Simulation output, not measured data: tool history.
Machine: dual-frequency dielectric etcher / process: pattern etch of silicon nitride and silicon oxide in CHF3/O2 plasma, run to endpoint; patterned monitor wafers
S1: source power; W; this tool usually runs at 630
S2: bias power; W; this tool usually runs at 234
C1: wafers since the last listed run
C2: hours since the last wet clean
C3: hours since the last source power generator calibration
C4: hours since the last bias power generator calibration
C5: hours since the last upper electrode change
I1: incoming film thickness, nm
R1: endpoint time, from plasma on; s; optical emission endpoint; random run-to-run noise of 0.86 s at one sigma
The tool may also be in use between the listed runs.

run 1 hour=0 | S1=630 S2=256 | C1=0 C2=277.2 C3=3221.7 C4=4344.9 C5=2258.7 | I1=311.1 | R1=169.7
run 2 hour=6.5 | S1=630 S2=256 | C1=64 C2=283.7 C3=3228.2 C4=4351.4 C5=2265.2 | I1=310 | R1=167.7
run 3 hour=18.6 | S1=630 S2=256 | C1=120 C2=295.8 C3=3240.3 C4=4363.5 C5=2277.3 | I1=310.2 | R1=168.8
run 4 hour=33.2 | S1=630 S2=234 | C1=144 C2=310.4 C3=3254.9 C4=4378.1 C5=2291.9 | I1=313.7 | R1=179.6
run 5 hour=44 | S1=630 S2=234 | C1=107 C2=321.2 C3=3265.7 C4=4388.9 C5=2302.7 | I1=313.7 | R1=177.3
run 6 hour=51.7 | S1=630 S2=234 | C1=76 C2=328.9 C3=3273.4 C4=4396.6 C5=2310.4 | I1=312.4 | R1=176.1
run 7 hour=58.5 | S1=630 S2=234 | C1=67 C2=335.7 C3=3280.2 C4=4403.4 C5=2317.2 | I1=311.5 | R1=176.3
run 8 hour=74.8 | S1=630 S2=234 | C1=161 C2=352 C3=3296.5 C4=4419.7 C5=2333.5 | I1=312.6 | R1=177.5
run 9 hour=81.1 | S1=630 S2=234 | C1=62 C2=358.3 C3=3302.8 C4=4426 C5=2339.8 | I1=312.6 | R1=175.9
run 10 hour=96.1 | S1=630 S2=234 | C1=148 C2=373.3 C3=3317.8 C4=4441 C5=2354.8 | I1=313.1 | R1=177
run 11 hour=102.8 | S1=630 S2=234 | C1=66 C2=380 C3=3324.5 C4=4447.7 C5=2361.5 | I1=313.5 | R1=178.3
run 12 hour=120.1 | S1=630 S2=234 | C1=171 C2=397.3 C3=3341.8 C4=4465 C5=2378.8 | I1=311 | R1=175.1
-- hour=133.2 source power generator calibrated
run 13 hour=133.7 | S1=510 S2=253 | C1=95 C2=410.9 C3=0.5 C4=4478.6 C5=2392.4 | I1=313.3 | R1=184.9
run 14 hour=142.9 | S1=630 S2=185 | C1=91 C2=420.1 C3=9.7 C4=4487.8 C5=2401.6 | I1=311.3 | R1=199.7
-- hour=168.7 upper electrode replaced
run 15 hour=169.2 | S1=630 S2=234 | C1=22 C2=446.4 C3=36 C4=4514.1 C5=0.5 | I1=310.4 | R1=175.2
run 16 hour=169.6 | S1=550 S2=182 | C1=3 C2=446.8 C3=36.4 C4=4514.5 C5=0.9 | I1=312.6 | R1=216.1
run 17 hour=177.1 | S1=480 S2=205 | C1=74 C2=454.3 C3=43.9 C4=4522 C5=8.4 | I1=311.3 | R1=208.8
-- hour=215.4 wet clean of the chamber
run 18 hour=220.8 | S1=710 S2=178 | C1=195 C2=5.4 C3=87.6 C4=4565.7 C5=52.1 | I1=314.1 | R1=203.6
-- hour=232.3 bias power generator calibrated
run 19 hour=233.6 | S1=710 S2=234 | C1=87 C2=18.2 C3=100.4 C4=1.3 C5=64.9 | I1=312.7 | R1=172.4
run 20 hour=243.7 | S1=630 S2=234 | C1=100 C2=28.3 C3=110.5 C4=11.4 C5=75 | I1=314.4 | R1=182
run 21 hour=283.8 | S1=630 S2=212 | C1=397 C2=68.4 C3=150.6 C4=51.5 C5=115.1 | I1=313 | R1=191.3
run 22 hour=291 | S1=630 S2=234 | C1=71 C2=75.6 C3=157.8 C4=58.7 C5=122.3 | I1=310.9 | R1=180.2
run 23 hour=304.8 | S1=700 S2=183 | C1=136 C2=89.4 C3=171.6 C4=72.5 C5=136.1 | I1=312.4 | R1=198.8
run 24 hour=312.9 | S1=630 S2=234 | C1=80 C2=97.5 C3=179.7 C4=80.6 C5=144.2 | I1=310.5 | R1=177

Each row is a separate what-if for the run after 24, all from the same tool condition, not one after another. Results?
run A hour=313.4 | S1=630 S2=287 | C1=4 C2=98 C3=180.2 C4=81.1 C5=144.7 | I1=309.7 | R1=?
run B hour=313.4 | S1=480 S2=234 | C1=4 C2=98 C3=180.2 C4=81.1 C5=144.7 | I1=309.7 | R1=?
run C hour=313.4 | S1=580 S2=288 | C1=4 C2=98 C3=180.2 C4=81.1 C5=144.7 | I1=309.7 | R1=?
run D hour=313.4 | S1=630 S2=273 | C1=4 C2=98 C3=180.2 C4=81.1 C5=144.7 | I1=309.7 | R1=?
run E hour=313.4 | S1=770 S2=234 | C1=4 C2=98 C3=180.2 C4=81.1 C5=144.7 | I1=309.7 | R1=?

run=A R1=159
run=B R1=197.7
run=C R1=163.9
run=D R1=163.2
run=E R1=163.8
With the hidden condition removed and each run's random variation left untouched, the same runs would have given:
run=A R1=160.9
run=B R1=200.2
run=C R1=165.9
run=D R1=165.2
run=E R1=165.8
